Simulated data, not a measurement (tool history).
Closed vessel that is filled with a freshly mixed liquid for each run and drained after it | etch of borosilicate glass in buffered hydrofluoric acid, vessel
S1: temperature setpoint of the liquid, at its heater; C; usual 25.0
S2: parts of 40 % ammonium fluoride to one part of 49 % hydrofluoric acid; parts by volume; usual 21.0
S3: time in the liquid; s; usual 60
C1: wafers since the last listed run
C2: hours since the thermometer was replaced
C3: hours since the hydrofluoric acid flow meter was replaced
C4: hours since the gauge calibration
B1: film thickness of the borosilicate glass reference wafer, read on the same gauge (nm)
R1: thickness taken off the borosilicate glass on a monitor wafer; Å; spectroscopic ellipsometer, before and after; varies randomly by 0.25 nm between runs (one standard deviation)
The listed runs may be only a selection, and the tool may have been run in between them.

run,hour,S1,S2,S3,C1,C2,C3,C4,B1,R1
1,0.0,25.0,21.0,60,0,849.4,1004.2,531.8,110.03,354.4
2,96.5,25.0,21.0,60,12919,945.9,1100.7,628.3,110.02,356.0
3,198.3,25.0,21.0,60,13629,1047.7,1202.5,730.1,109.98,354.1
4,285.9,25.0,21.0,60,11728,1135.3,1290.1,817.7,110.01,346.6
5,349.2,25.0,21.0,60,8474,1198.6,1353.4,881.0,109.98,350.6
6,453.7,25.0,21.0,60,13990,1303.1,1457.9,985.5,110.00,348.3
7,556.4,25.0,21.0,60,13749,1405.8,1560.6,1088.2,109.97,347.7
8,600.9,22.5,21.0,50,5957,1450.3,1605.1,1132.7,110.00,248.4
9,646.2,25.0,21.0,60,6064,1495.6,1650.4,1178.0,110.01,344.6
10,697.5,25.0,17.5,60,6868,1546.9,1701.7,1229.3,110.01,405.1
# hour 800.5: hydrofluoric acid flow meter replaced
# hour 868.4: gauge calibrated
# hour 911.6: thermometer replaced
11,985.4,21.5,21.0,60,38277,73.8,184.9,117.0,109.98,313.4
12,1027.1,20.0,21.0,60,5582,115.5,226.6,158.7,110.01,285.6
13,1117.5,25.0,21.0,60,12103,205.9,317.0,249.1,109.98,376.2
14,1182.2,27.0,29.0,95,8662,270.6,381.7,313.8,110.01,532.6

For each run, the measured value with the value that run would have given without the tool's hidden condition subtracted. The run-to-run variation is shared by both, the gauge scatter possibly not:
The tool's hidden condition here consists of: liquid colder than its thermometer reads (K); hydrofluoric acid flow below the setpoint (%); gauge reads high (%).
run,R1
1,-22.5
2,-24.7
3,-26.8
4,-28.1
5,-29.9
6,-32.0
7,-34.1
8,-25.5
9,-35.7
10,-43.3
11,-1.4
12,-1.9
13,-4.5
14,-8.3
